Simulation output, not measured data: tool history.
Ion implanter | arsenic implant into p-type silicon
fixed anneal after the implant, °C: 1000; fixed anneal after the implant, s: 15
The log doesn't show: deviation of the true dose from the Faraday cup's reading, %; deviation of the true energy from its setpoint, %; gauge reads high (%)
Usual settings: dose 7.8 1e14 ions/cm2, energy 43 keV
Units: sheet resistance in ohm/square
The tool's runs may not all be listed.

run,hour,dose,energy,wafers since the last listed run,hours since the last dose calibration,hours since the extraction supply was calibrated,hours since the gauge calibration,"read-back reference wafer on the same gauge, sheet resistance",sheet resistance
1,0,7.8,43,0,239.1,4542,314.8,159.74,135.16
2,16.3,7.8,43,247,255.4,4558.3,331.1,159.82,135.38
3,35.4,7.8,51.5,289,274.5,4577.4,350.2,160.04,132.76
4,47.6,7.8,51.5,185,286.7,4589.6,362.4,160.1,132.07
5,76.8,7.8,49,442,315.9,4618.8,391.6,160.12,131.05
6,112.8,7.8,49,545,351.9,4654.8,427.6,159.89,131.47
7,145,7.8,36,488,384.1,4687,459.8,159.93,138.8
8,166.5,7.8,36,326,405.6,4708.5,481.3,159.95,138.85
9,190,7.8,43,356,429.1,4732,504.8,159.92,134.92
10,219,7.8,43,439,458.1,4761,533.8,159.88,132.46
11,242.3,9.28,47,353,481.4,4784.3,557.1,159.95,115.98
# hour 278.1: gauge calibrated
12,309.9,9.28,47,1025,549,4851.9,31.8,160.13,115.72
13,331.3,7.8,43,324,570.4,4873.3,53.2,159.83,131.58
14,367,7.8,35.5,541,606.1,4909,88.9,159.93,137.72
15,402.2,7.8,43,533,641.3,4944.2,124.1,160.01,131.41
16,423.3,7.8,43,319,662.4,4965.3,145.2,160.13,131.06
# hour 436.7: Faraday cup replaced and dose calibrated
17,456.2,9.79,35.5,377,19.5,4998.2,178.1,160.07,120.88
18,491.7,7.8,54,538,55,5033.7,213.6,160.26,131.27
19,526.2,7.16,43,523,89.5,5068.2,248.1,160.41,144.44
# hour 541.8: extraction supply calibrated
20,552.2,10.09,43,272,115.5,10.4,274.1,159.99,112.44
21,565.1,7.8,51.5,195,128.4,23.3,287,159.88,131.84
22,577.8,6.62,55,192,141.1,36,299.7,159.95,147.84
23,595.2,7.8,43,263,158.5,53.4,317.1,159.68,135.76
24,638.2,7.8,53.5,652,201.5,96.4,360.1,159.96,131.08
25,672,7.8,36.5,512,235.3,130.2,393.9,159.59,139.4
26,697,8.44,32.5,379,260.3,155.2,418.9,159.98,134.88
27,719.6,7.14,34.5,342,282.9,177.8,441.5,160.05,149.82
28,736.6,6.57,36,257,299.9,194.8,458.5,159.99,159.18
29,758.2,7.8,43,327,321.5,216.4,480.1,159.92,135.06
30,791.9,6.9,38,511,355.2,250.1,513.8,159.89,150.67
31,823.1,7.05,28.5,473,386.4,281.3,545,159.96,156.68
32,854,10.02,56.5,468,417.3,312.2,575.9,159.9,107.65

5 ways to go on from here, each from the tool as it stands after run 32. What would each give?
A,854.4,7.8,54.5,6,417.7,312.6,576.3,?,?
B,854.4,5.61,36.5,6,417.7,312.6,576.3,?,?
C,854.4,9.18,32.5,6,417.7,312.6,576.3,?,?
D,854.4,5.73,36.5,6,417.7,312.6,576.3,?,?
E,854.4,9.81,35.5,6,417.7,312.6,576.3,?,?

run,"read-back reference wafer on the same gauge, sheet resistance",sheet resistance
A,159.75,129.03
B,159.75,176.83
C,159.75,126.82
D,159.75,174
E,159.75,118.88
Without the tool's hidden state the same runs would have given:
run,sheet resistance
A,131.97
B,180.88
C,129.27
D,177.99
E,121.13
